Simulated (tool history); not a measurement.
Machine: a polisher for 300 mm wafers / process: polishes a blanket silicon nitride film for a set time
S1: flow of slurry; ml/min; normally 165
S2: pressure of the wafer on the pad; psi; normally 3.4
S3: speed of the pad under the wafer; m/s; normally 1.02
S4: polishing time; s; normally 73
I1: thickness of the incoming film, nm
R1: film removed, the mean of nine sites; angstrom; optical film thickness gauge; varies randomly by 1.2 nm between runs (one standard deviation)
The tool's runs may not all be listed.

run	hour	S1	S2	S3	S4	I1	R1
1	0	165	3.4	1.02	73	382.1	1008
2	14.7	165	3.4	1.22	73	380.1	1094
3	28.1	165	3.4	1.02	73	379.7	1001
4	43.1	165	3.4	1.02	73	381.2	980
5	57.3	165	3.4	1.02	73	375.1	996
6	66.4	130	3.4	1.02	73	382.3	933
7	78.8	130	3.4	1.02	73	380.8	921
8	95.9	130	3.4	1.02	73	376.8	907
9	113.2	165	3.4	1.02	54	377.2	708
10	128.4	165	3.4	1.02	54	377.4	711
11	137.3	130	3.4	0.74	48	385.8	506
12	150.3	165	2.4	0.8	73	379.8	600
13	158.5	115	4	1.16	73	380.5	1059
14	175.5	165	4	1.02	73	376.8	1104
15	191.4	115	3.9	0.68	81	386.9	849
16	207.1	195	2.4	0.76	62	376.7	507
17	224	130	3.4	0.74	48	379	529
18	239.7	145	2.4	1.02	73	376.3	688
19	255	165	3.4	1.02	73	383	1002
20	268.1	165	2.7	1.02	73	379.6	797

Between the runs listed above, the log contained 5 entries, not reproduced here. Where in the sequence does each belong, and how does what the log doesn't record of the tool's condition differ from the listed run before to the listed run after?
Run 3 -> run 4: worn pad replaced by a new one (hour 35.7)
  slurry flow missing at the pad, %: 13.9 -> 15.6
  measured result minus the result with no hidden state, R1: -28 -> -31 angstrom
Run 7 -> run 8: head pressure recalibrated (hour 81)
  slurry flow missing at the pad, %: 19.5 -> 21.4
  measured result minus the result with no hidden state, R1: -50 -> -55 angstrom
Run 9 -> run 10: worn pad replaced by a new one (hour 127.9)
  slurry flow missing at the pad, %: 23.3 -> 25
  measured result minus the result with no hidden state, R1: -38 -> -42 angstrom
Run 15 -> run 16: worn pad replaced by a new one (hour 204)
  slurry flow missing at the pad, %: 31.9 -> 33.6
  measured result minus the result with no hidden state, R1: -105 -> -39 angstrom
Run 16 -> run 17: slurry nozzle cleaned (hour 211)
  slurry flow missing at the pad, %: 33.6 -> 5.29
  measured result minus the result with no hidden state, R1: -39 -> -7 angstrom

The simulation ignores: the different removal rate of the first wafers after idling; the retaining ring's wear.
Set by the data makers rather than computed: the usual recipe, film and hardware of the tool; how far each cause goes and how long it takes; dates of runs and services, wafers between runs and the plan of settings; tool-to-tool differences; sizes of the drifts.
